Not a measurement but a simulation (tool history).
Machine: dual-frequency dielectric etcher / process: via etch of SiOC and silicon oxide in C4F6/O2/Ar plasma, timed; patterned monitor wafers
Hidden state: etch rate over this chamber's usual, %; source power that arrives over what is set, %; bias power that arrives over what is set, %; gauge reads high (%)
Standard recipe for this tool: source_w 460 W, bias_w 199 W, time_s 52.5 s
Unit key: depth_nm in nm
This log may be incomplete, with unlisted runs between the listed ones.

run   hour  source_w  bias_w  time_s  wafers since the last listed run  hours since the last wet clean  hours since the last source power generator calibration  hours since the last bias power generator calibration  hours since the last upper electrode change  hours since the gauge calibration  read-back reference wafer on the same gauge, depth_nm  depth_nm
  1    0.0       460     199    52.5                                 0                           445.4                                                     23.6                                                 4116.7                                       4896.7                             1186.6                                                   70.5      62.2
  2   21.3       460     199    52.5                               376                           466.7                                                     44.9                                                 4138.0                                       4918.0                             1207.9                                                   70.5      62.3
  3   37.3       460     199    52.5                               282                           482.7                                                     60.9                                                 4154.0                                       4934.0                             1223.9                                                   70.4      62.0
      69.3  -- bias power generator calibrated
  4   69.8       460     169    52.5                               503                           515.2                                                     93.4                                                    0.5                                       4966.5                             1256.4                                                   70.4      59.0
     111.2  -- wet clean of the chamber
  5  111.7       460     169    52.5                               316                             0.5                                                    135.3                                                   42.4                                       5008.4                             1298.3                                                   70.3      58.4
  6  116.6       460     169    52.5                                86                             5.4                                                    140.2                                                   47.3                                       5013.3                             1303.2                                                   70.3      58.6
     144.5  -- gauge calibrated
  7  147.2       460     199    52.5                               540                            36.0                                                    170.8                                                   77.9                                       5043.9                                2.7                                                   73.2      64.7
  8  161.8       460     199    52.5                               258                            50.6                                                    185.4                                                   92.5                                       5058.5                               17.3                                                   73.3      64.6
     206.6  -- upper electrode replaced
  9  207.1       460     199    52.5                               376                            95.9                                                    230.7                                                  137.8                                          0.5                               62.6                                                   73.1      64.7
 10  224.0       360     163    66.0                               298                           112.8                                                    247.6                                                  154.7                                         17.4                               79.5                                                   73.1      68.3
 11  259.2       460     199    52.5                               622                           148.0                                                    282.8                                                  189.9                                         52.6                              114.7                                                   72.9      64.4
 12  281.3       550     199    44.0                               390                           170.1                                                    304.9                                                  212.0                                         74.7                              136.8                                                   72.9      58.2
 13  299.4       460     199    37.0                               319                           188.2                                                    323.0                                                  230.1                                         92.8                              154.9                                                   72.9      45.3
 14  315.4       370     157    67.5                               282                           204.2                                                    339.0                                                  246.1                                        108.8                              170.9                                                   72.9      69.9
 15  336.2       500     245    62.0                               367                           225.0                                                    359.8                                                  266.9                                        129.6                              191.7                                                   72.9      84.1
 16  380.2       460     214    52.5                               777                           269.0                                                    403.8                                                  310.9                                        173.6                              235.7                                                   72.7      65.8
 17  408.3       460     199    52.5                               496                           297.1                                                    431.9                                                  339.0                                        201.7                              263.8                                                   72.6      64.0
 18  436.5       530     168    62.0                               498                           325.3                                                    460.1                                                  367.2                                        229.9                              292.0                                                   72.7      75.7
 19  458.5       460     199    52.5                               388                           347.3                                                    482.1                                                  389.2                                        251.9                              314.0                                                   72.6      63.7

The next listed run, before its measurement:
 20  481.4       460     199    52.5                               404                           370.2                                                    505.0                                                  412.1                                        274.8                              336.9                                                      ?         ?

{"run 20": {"read-back reference wafer on the same gauge, depth_nm": 72.4, "depth_nm": 63.5}}
If the tool had no hidden condition, the same run with the same run-to-run variation would have returned depth_nm 64.1 nm.
